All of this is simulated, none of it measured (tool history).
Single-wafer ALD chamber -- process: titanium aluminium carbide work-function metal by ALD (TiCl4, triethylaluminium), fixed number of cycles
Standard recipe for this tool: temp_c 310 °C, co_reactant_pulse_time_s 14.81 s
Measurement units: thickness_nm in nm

| run | day | temp_c | co_reactant_pulse_time_s | wafers since the last listed run | hours since the last thermocouple change | hours since the last triethylaluminium bottle change | hours since the showerhead was replaced | hours since the gauge calibration | read-back reference wafer on the same gauge, thickness_nm | thickness_nm |
|---|---|---|---|---|---|---|---|---|---|---|
| 1 | 0.000 | 310 | 10.46 | 0 | 952.0 | 220.1 | 643.4 | 1880.4 | 2.473 | 2.001 |
| 2 | 2.646 | 310 | 14.81 | 607 | 1015.5 | 283.6 | 706.9 | 1943.9 | 2.468 | 2.153 |
|  | 11.200 | thermocouple changed; heater temperature recalibrated |
| 3 | 16.096 | 310 | 14.81 | 3011 | 117.5 | 606.4 | 1029.7 | 2266.7 | 2.470 | 2.114 |
| 4 | 19.296 | 310 | 14.81 | 734 | 194.3 | 683.2 | 1106.5 | 2343.5 | 2.470 | 2.113 |
| 5 | 22.150 | 310 | 14.81 | 655 | 262.8 | 751.7 | 1175.0 | 2412.0 | 2.471 | 2.107 |
| 6 | 29.788 | 310 | 14.81 | 1753 | 446.1 | 935.0 | 1358.3 | 2595.3 | 2.470 | 2.099 |
| 7 | 31.683 | 310 | 14.81 | 435 | 491.6 | 980.5 | 1403.8 | 2640.8 | 2.470 | 2.101 |
|  | 35.804 | gauge calibrated |
| 8 | 38.412 | 310 | 14.81 | 1545 | 653.1 | 1142.0 | 1565.3 | 62.6 | 2.469 | 2.090 |
| 9 | 42.746 | 321 | 12.67 | 994 | 757.1 | 1246.0 | 1669.3 | 166.6 | 2.470 | 2.089 |
|  | 45.300 | triethylaluminium bottle replaced |
| 10 | 47.042 | 321 | 12.67 | 909 | 860.2 | 41.8 | 1772.4 | 269.7 | 2.470 | 2.216 |
| 11 | 51.196 | 321 | 12.67 | 953 | 959.9 | 141.5 | 1872.1 | 369.4 | 2.470 | 2.207 |
| 12 | 53.654 | 310 | 14.81 | 564 | 1018.9 | 200.5 | 1931.1 | 428.4 | 2.468 | 2.145 |
| 13 | 55.896 | 310 | 14.81 | 514 | 1072.7 | 254.3 | 1984.9 | 482.2 | 2.470 | 2.145 |
| 14 | 57.633 | 310 | 14.81 | 398 | 1114.4 | 296.0 | 2026.6 | 523.9 | 2.472 | 2.140 |
| 15 | 59.642 | 310 | 12.15 | 461 | 1162.6 | 344.2 | 2074.8 | 572.1 | 2.470 | 2.062 |
| 16 | 63.133 | 310 | 12.15 | 801 | 1246.4 | 428.0 | 2158.6 | 655.9 | 2.470 | 2.044 |
| 17 | 65.221 | 321 | 18.30 | 479 | 1296.5 | 478.1 | 2208.7 | 706.0 | 2.471 | 2.274 |
|  | 66.154 | thermocouple changed; heater temperature recalibrated |
| 18 | 67.408 | 298 | 16.51 | 425 | 30.1 | 530.6 | 2261.2 | 758.5 | 2.471 | 2.056 |
| 19 | 71.688 | 296 | 12.28 | 982 | 132.8 | 633.3 | 2363.9 | 861.2 | 2.470 | 1.912 |
| 20 | 75.100 | 310 | 14.81 | 783 | 214.7 | 715.2 | 2445.8 | 943.1 | 2.469 | 2.106 |
| 21 | 77.196 | 298 | 16.51 | 481 | 265.0 | 765.5 | 2496.1 | 993.4 | 2.471 | 2.035 |
| 22 | 81.629 | 310 | 14.81 | 1017 | 371.4 | 871.9 | 2602.5 | 1099.8 | 2.469 | 2.089 |
| 23 | 84.642 | 319 | 13.24 | 691 | 443.7 | 944.2 | 2674.8 | 1172.1 | 2.467 | 2.106 |
| 24 | 88.346 | 320 | 10.59 | 850 | 532.6 | 1033.1 | 2763.7 | 1261.0 | 2.469 | 1.917 |
|  | 89.117 | showerhead replaced |
| 25 | 91.600 | 319 | 14.81 | 670 | 610.7 | 1111.2 | 59.6 | 1339.1 | 2.469 | 2.158 |
| 26 | 95.929 | 316 | 12.85 | 994 | 714.6 | 1215.1 | 163.5 | 1443.0 | 2.471 | 2.062 |
| 27 | 99.029 | 323 | 11.52 | 711 | 789.0 | 1289.5 | 237.9 | 1517.4 | 2.472 | 2.024 |
| 28 | 101.704 | 315 | 8.96 | 614 | 853.2 | 1353.7 | 302.1 | 1581.6 | 2.467 | 1.640 |
| 29 | 104.488 | 302 | 8.90 | 639 | 920.0 | 1420.5 | 368.9 | 1648.4 | 2.472 | 1.564 |
|  | 106.483 | triethylaluminium bottle replaced |
| 30 | 108.388 | 296 | 16.64 | 818 | 1013.6 | 45.7 | 462.5 | 1742.0 | 2.470 | 2.060 |
| 31 | 111.679 | 304 | 10.12 | 755 | 1092.6 | 124.7 | 541.5 | 1821.0 | 2.469 | 1.935 |
| 32 | 114.900 | 306 | 16.96 | 739 | 1169.9 | 202.0 | 618.8 | 1898.3 | 2.469 | 2.140 |
|  | 117.271 | thermocouple changed; heater temperature recalibrated |
| 33 | 119.017 | 322 | 12.60 | 868 | 41.9 | 300.8 | 717.6 | 1997.1 | 2.472 | 2.161 |

Results per run with the tool's hidden condition removed, run-to-run variation unchanged:
Unlogged tool condition in this case: wafer temperature above the value expected at the setpoint (K); triethylaluminium dose above that of a fresh bottle (%); gauge reads high (%).
| run | thickness_nm |
|---|---|
| 1 | 2.054 |
| 2 | 2.156 |
| 3 | 2.159 |
| 4 | 2.162 |
| 5 | 2.159 |
| 6 | 2.155 |
| 7 | 2.159 |
| 8 | 2.149 |
| 9 | 2.204 |
| 10 | 2.221 |
| 11 | 2.225 |
| 12 | 2.150 |
| 13 | 2.153 |
| 14 | 2.149 |
| 15 | 2.113 |
| 16 | 2.105 |
| 17 | 2.263 |
| 18 | 2.082 |
| 19 | 2.013 |
| 20 | 2.162 |
| 21 | 2.069 |
| 22 | 2.150 |
| 23 | 2.209 |
| 24 | 2.127 |
| 25 | 2.226 |
| 26 | 2.182 |
| 27 | 2.202 |
| 28 | 1.943 |
| 29 | 1.859 |
| 30 | 2.049 |
| 31 | 1.982 |
| 32 | 2.129 |
| 33 | 2.223 |
